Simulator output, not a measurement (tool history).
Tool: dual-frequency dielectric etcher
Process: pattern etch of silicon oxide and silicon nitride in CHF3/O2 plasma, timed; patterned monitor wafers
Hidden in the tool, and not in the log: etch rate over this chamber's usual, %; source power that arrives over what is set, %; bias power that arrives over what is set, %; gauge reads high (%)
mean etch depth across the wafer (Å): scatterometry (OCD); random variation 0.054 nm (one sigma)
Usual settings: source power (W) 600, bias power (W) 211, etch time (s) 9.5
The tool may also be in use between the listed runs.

run	hour	source power (W)	bias power (W)	etch time (s)	wafers since the last listed run	hours since the last wet clean	hours since the last source power generator calibration	hours since the last bias power generator calibration	hours since the last upper electrode change	hours since the gauge calibration	read-back reference wafer on the same gauge, depth_nm	mean etch depth across the wafer (Å)
1	0	600	211	9.5	0	330.7	1066.7	3060.2	2715.3	1090.4	10.59	127.3
2	102.2	600	211	9.5	1945	432.9	1168.9	3162.4	2817.5	1192.6	10.61	126.8
3	181	600	211	9.5	1499	511.7	1247.7	3241.2	2896.3	1271.4	10.59	126.5
4	230	600	211	9.5	932	560.7	1296.7	3290.2	2945.3	1320.4	10.61	126.1
# hour 316.9: wet clean of the chamber
5	317.4	600	211	9.5	1206	0.5	1384.1	3377.6	3032.7	1407.8	10.59	131.8
6	407.5	600	211	9.5	1715	90.6	1474.2	3467.7	3122.8	1497.9	10.61	130
# hour 447.7: upper electrode replaced
# hour 482.2: gauge calibrated
7	490.3	600	211	9.5	1119	173.4	1557	3550.5	42.6	8.1	10.6	130.3
8	580.2	600	211	9.5	1711	263.3	1646.9	3640.4	132.5	98	10.61	129.4
9	637.1	600	211	12	1083	320.2	1703.8	3697.3	189.4	154.9	10.61	162.9
10	710.9	600	211	9.5	1404	394	1777.6	3771.1	263.2	228.7	10.58	128.8
11	759.2	600	211	9.5	919	442.3	1825.9	3819.4	311.5	277	10.58	127.8
12	835.1	600	211	9.5	1444	518.2	1901.8	3895.3	387.4	352.9	10.6	127.8
13	921.3	680	249	9.5	1640	604.4	1988	3981.5	473.6	439.1	10.62	139.9
14	1010.9	600	211	9.5	1705	694	2077.6	4071.1	563.2	528.7	10.61	126.4
# hour 1068.6: wet clean of the chamber
15	1085.6	750	178	7.5	965	17	2152.3	4145.8	637.9	603.4	10.6	110.1
16	1161	480	244	12	1435	92.4	2227.7	4221.2	713.3	678.8	10.63	157.3
17	1266.8	600	211	8.5	2013	198.2	2333.5	4327	819.1	784.6	10.59	117.6
# hour 1285.6: bias power generator calibrated
18	1317.3	480	237	8	885	248.7	2384	31.7	869.6	835.1	10.6	103.5
19	1354.6	600	211	7	710	286	2421.3	69	906.9	872.4	10.59	95.7
20	1416	600	172	9.5	1168	347.4	2482.7	130.4	968.3	933.8	10.61	123.5
# hour 1440.6: source power generator calibrated
21	1500.5	460	211	8.5	1532	431.9	59.9	214.9	1052.8	1018.3	10.6	100.6
22	1593	600	169	9.5	1760	524.4	152.4	307.4	1145.3	1110.8	10.61	119.2
23	1656.8	600	234	10.5	1214	588.2	216.2	371.2	1209.1	1174.6	10.62	144

Run 24 comes next. What will it give?
# hour 1751.8: wet clean of the chamber
24	1759.2	540	254	8.5	1492	7.4	318.6	473.6	1311.5	1277	?	?

Run 24 gave read-back reference wafer on the same gauge, depth_nm 10.61, mean etch depth across the wafer (Å) 118.
Without the tool's hidden state the same run would have given mean etch depth across the wafer (Å) 116.9.
